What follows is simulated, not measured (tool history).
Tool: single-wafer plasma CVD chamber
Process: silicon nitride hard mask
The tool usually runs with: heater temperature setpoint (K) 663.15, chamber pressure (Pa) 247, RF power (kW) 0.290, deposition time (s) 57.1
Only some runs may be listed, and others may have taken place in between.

run	hour	heater temperature setpoint (K)	chamber pressure (Pa)	RF power (kW)	deposition time (s)	wafers since the last listed run	hours since the last thermocouple change	hours since the last RF generator calibration	hours since the last manometer calibration	hours since the showerhead was replaced	hours since the gauge calibration	read-back reference wafer on the same gauge, thickness_nm	mean film thickness on the monitor wafer (Å)
1	0.0	663.15	247	0.290	57.1	0	2783.9	2152.4	1858.6	4798.5	178.4	66.684	670.84
2	34.2	663.15	247	0.290	57.1	676	2818.1	2186.6	1892.8	4832.7	212.6	66.749	669.40
3	48.7	663.15	247	0.290	57.1	286	2832.6	2201.1	1907.3	4847.2	227.1	66.755	669.83
4	76.4	663.15	247	0.290	57.1	548	2860.3	2228.8	1935.0	4874.9	254.8	66.705	671.31
# hour 80.0: gauge calibrated
5	103.4	663.15	247	0.335	57.1	534	2887.3	2255.8	1962.0	4901.9	23.4	66.733	725.90
6	134.3	663.15	247	0.335	57.1	611	2918.2	2286.7	1992.9	4932.8	54.3	66.755	728.94
7	159.1	663.15	247	0.290	57.1	490	2943.0	2311.5	2017.7	4957.6	79.1	66.724	673.39
# hour 170.4: capacitance manometer re-zeroed and calibrated
8	183.6	663.15	279	0.290	57.1	326	2967.5	2336.0	13.2	4982.1	103.6	66.734	697.64
9	216.7	663.15	279	0.290	57.1	655	3000.6	2369.1	46.3	5015.2	136.7	66.644	699.31
10	232.4	663.15	279	0.290	57.1	310	3016.3	2384.8	62.0	5030.9	152.4	66.684	704.03
11	261.8	663.15	308	0.290	57.1	581	3045.7	2414.2	91.4	5060.3	181.8	66.697	725.02
# hour 292.5: RF generator calibrated
12	294.8	663.15	247	0.345	67.6	494	3078.7	2.3	124.4	5093.3	214.8	66.721	917.49
13	315.6	654.15	208	0.255	48.2	411	3099.5	23.1	145.2	5114.1	235.6	66.726	513.68
14	331.1	663.15	231	0.240	67.9	306	3115.0	38.6	160.7	5129.6	251.1	66.678	725.77
15	350.5	650.15	215	0.265	49.9	383	3134.4	58.0	180.1	5149.0	270.5	66.702	550.74
16	364.8	677.15	228	0.340	57.1	282	3148.7	72.3	194.4	5163.3	284.8	66.693	736.85
# hour 375.6: showerhead replaced
# hour 390.0: gauge calibrated
# hour 396.1: thermocouple changed; heater temperature recalibrated
17	468.6	663.15	247	0.290	57.1	1737	72.5	176.1	298.2	93.0	78.6	66.648	696.46
18	485.3	656.15	247	0.290	47.9	330	89.2	192.8	314.9	109.7	95.3	66.814	587.15
19	506.5	663.15	247	0.290	57.1	419	110.4	214.0	336.1	130.9	116.5	66.704	694.38
20	534.7	649.15	200	0.305	47.6	558	138.6	242.2	364.3	159.1	144.7	66.713	545.55

4 options for the next run, each taken on its own from the tool as it stands now. Forecast them:
A	535.1	663.15	247	0.290	57.1	7	139.0	242.6	364.7	159.5	145.1	?	?
B	535.1	668.15	196	0.260	64.0	7	139.0	242.6	364.7	159.5	145.1	?	?
C	535.1	674.15	247	0.265	57.1	7	139.0	242.6	364.7	159.5	145.1	?	?
D	535.1	652.15	247	0.260	67.2	7	139.0	242.6	364.7	159.5	145.1	?	?

run	read-back reference wafer on the same gauge, thickness_nm	mean film thickness on the monitor wafer (Å)
A	66.678	691.79
B	66.678	657.32
C	66.678	653.46
D	66.678	766.41
With no hidden state in the tool, these same runs would have given:
run	mean film thickness on the monitor wafer (Å)
A	703.47
B	668.88
C	664.95
D	779.88
